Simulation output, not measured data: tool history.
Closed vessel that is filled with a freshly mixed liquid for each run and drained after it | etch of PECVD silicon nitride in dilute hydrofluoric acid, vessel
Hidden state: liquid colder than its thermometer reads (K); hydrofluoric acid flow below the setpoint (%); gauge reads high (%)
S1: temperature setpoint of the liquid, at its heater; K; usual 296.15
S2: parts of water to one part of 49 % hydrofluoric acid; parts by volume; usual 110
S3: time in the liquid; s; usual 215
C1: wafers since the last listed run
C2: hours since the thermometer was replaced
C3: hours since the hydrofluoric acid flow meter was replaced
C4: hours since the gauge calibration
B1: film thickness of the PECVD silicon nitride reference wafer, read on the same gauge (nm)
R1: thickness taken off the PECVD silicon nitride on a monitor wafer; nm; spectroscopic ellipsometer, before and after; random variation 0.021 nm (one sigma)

{"run": 1, "day": 0.0, "S1": 296.15, "S2": 155, "S3": 215, "C1": 0, "C2": 2300.9, "C3": 1453.7, "C4": 165, "B1": 50, "R1": 3.05}
{"run": 2, "day": 0.708, "S1": 299.15, "S2": 80, "S3": 215, "C1": 1801, "C2": 2317.9, "C3": 1470.7, "C4": 182, "B1": 50, "R1": 7.2}
{"run": 3, "day": 0.992, "S1": 296.15, "S2": 110, "S3": 215, "C1": 720, "C2": 2324.7, "C3": 1477.5, "C4": 188.8, "B1": 50.02, "R1": 4.31}
{"run": 4, "day": 1.45, "S1": 296.15, "S2": 110, "S3": 215, "C1": 1165, "C2": 2335.7, "C3": 1488.5, "C4": 199.8, "B1": 49.98, "R1": 4.3}
{"run": 5, "day": 1.796, "S1": 296.15, "S2": 110, "S3": 215, "C1": 879, "C2": 2344, "C3": 1496.8, "C4": 208.1, "B1": 49.99, "R1": 4.27}
{"run": 6, "day": 3.942, "S1": 294.65, "S2": 110, "S3": 185, "C1": 5456, "C2": 2395.5, "C3": 1548.3, "C4": 259.6, "B1": 49.97, "R1": 3.31}
{"run": 7, "day": 4.65, "S1": 296.15, "S2": 110, "S3": 215, "C1": 1801, "C2": 2412.5, "C3": 1565.3, "C4": 276.6, "B1": 49.98, "R1": 4.29}
{"run": 8, "day": 5.138, "S1": 296.15, "S2": 135, "S3": 310, "C1": 1239, "C2": 2424.2, "C3": 1577, "C4": 288.3, "B1": 50, "R1": 5.04}
{"day": 5.354, "done": "gauge calibrated"}
{"day": 5.538, "done": "hydrofluoric acid flow meter replaced"}
{"run": 9, "day": 5.658, "S1": 296.15, "S2": 135, "S3": 310, "C1": 1218, "C2": 2436.7, "C3": 2.9, "C4": 7.3, "B1": 50, "R1": 5.69}
{"run": 10, "day": 5.992, "S1": 296.15, "S2": 110, "S3": 215, "C1": 847, "C2": 2444.7, "C3": 10.9, "C4": 15.3, "B1": 50, "R1": 4.81}
{"run": 11, "day": 6.542, "S1": 291.15, "S2": 75, "S3": 215, "C1": 1398, "C2": 2457.9, "C3": 24.1, "C4": 28.5, "B1": 50, "R1": 5.01}
{"run": 12, "day": 6.812, "S1": 296.15, "S2": 110, "S3": 340, "C1": 688, "C2": 2464.4, "C3": 30.6, "C4": 35, "B1": 50, "R1": 7.63}
{"run": 13, "day": 7.517, "S1": 300.15, "S2": 130, "S3": 315, "C1": 1790, "C2": 2481.3, "C3": 47.5, "C4": 51.9, "B1": 49.99, "R1": 7.72}
{"run": 14, "day": 8.15, "S1": 296.15, "S2": 110, "S3": 160, "C1": 1610, "C2": 2496.5, "C3": 62.7, "C4": 67.1, "B1": 49.98, "R1": 3.57}
{"run": 15, "day": 8.617, "S1": 296.15, "S2": 125, "S3": 165, "C1": 1186, "C2": 2507.7, "C3": 73.9, "C4": 78.3, "B1": 50, "R1": 3.24}
{"day": 8.779, "done": "thermometer replaced"}
{"run": 16, "day": 9.129, "S1": 294.15, "S2": 110, "S3": 150, "C1": 1197, "C2": 8.4, "C3": 86.2, "C4": 90.6, "B1": 50, "R1": 2.93}
{"run": 17, "day": 9.862, "S1": 296.15, "S2": 110, "S3": 215, "C1": 1864, "C2": 26, "C3": 103.8, "C4": 108.2, "B1": 50.01, "R1": 4.75}
{"run": 18, "day": 10.133, "S1": 296.15, "S2": 60, "S3": 215, "C1": 688, "C2": 32.5, "C3": 110.3, "C4": 114.7, "B1": 50.01, "R1": 8.7}
{"run": 19, "day": 10.583, "S1": 296.15, "S2": 110, "S3": 95, "C1": 1144, "C2": 43.3, "C3": 121.1, "C4": 125.5, "B1": 49.99, "R1": 2.13}
{"run": 20, "day": 10.9, "S1": 296.15, "S2": 110, "S3": 215, "C1": 805, "C2": 50.9, "C3": 128.7, "C4": 133.1, "B1": 50, "R1": 4.82}
{"run": 21, "day": 11.2, "S1": 296.15, "S2": 155, "S3": 105, "C1": 762, "C2": 58.1, "C3": 135.9, "C4": 140.3, "B1": 49.99, "R1": 1.66}

Forecast each of these 5 alternatives for the next run:
{"run": "A", "day": 11.229, "S1": 296.15, "S2": 65, "S3": 215, "C1": 74, "C2": 58.8, "C3": 136.6, "C4": 141, "B1": "?", "R1": "?"}
{"run": "B", "day": 11.229, "S1": 294.15, "S2": 110, "S3": 135, "C1": 74, "C2": 58.8, "C3": 136.6, "C4": 141, "B1": "?", "R1": "?"}
{"run": "C", "day": 11.229, "S1": 296.15, "S2": 70, "S3": 215, "C1": 74, "C2": 58.8, "C3": 136.6, "C4": 141, "B1": "?", "R1": "?"}
{"run": "D", "day": 11.229, "S1": 296.15, "S2": 160, "S3": 215, "C1": 74, "C2": 58.8, "C3": 136.6, "C4": 141, "B1": "?", "R1": "?"}
{"run": "E", "day": 11.229, "S1": 296.15, "S2": 130, "S3": 170, "C1": 74, "C2": 58.8, "C3": 136.6, "C4": 141, "B1": "?", "R1": "?"}

run=A B1=50.02 R1=8.08
run=B B1=50.02 R1=2.65
run=C B1=50.02 R1=7.52
run=D B1=50.02 R1=3.33
run=E B1=50.02 R1=3.23
Without the tool's hidden state the same runs would have given:
run=A R1=8.21
run=B R1=2.69
run=C R1=7.63
run=D R1=3.38
run=E R1=3.28
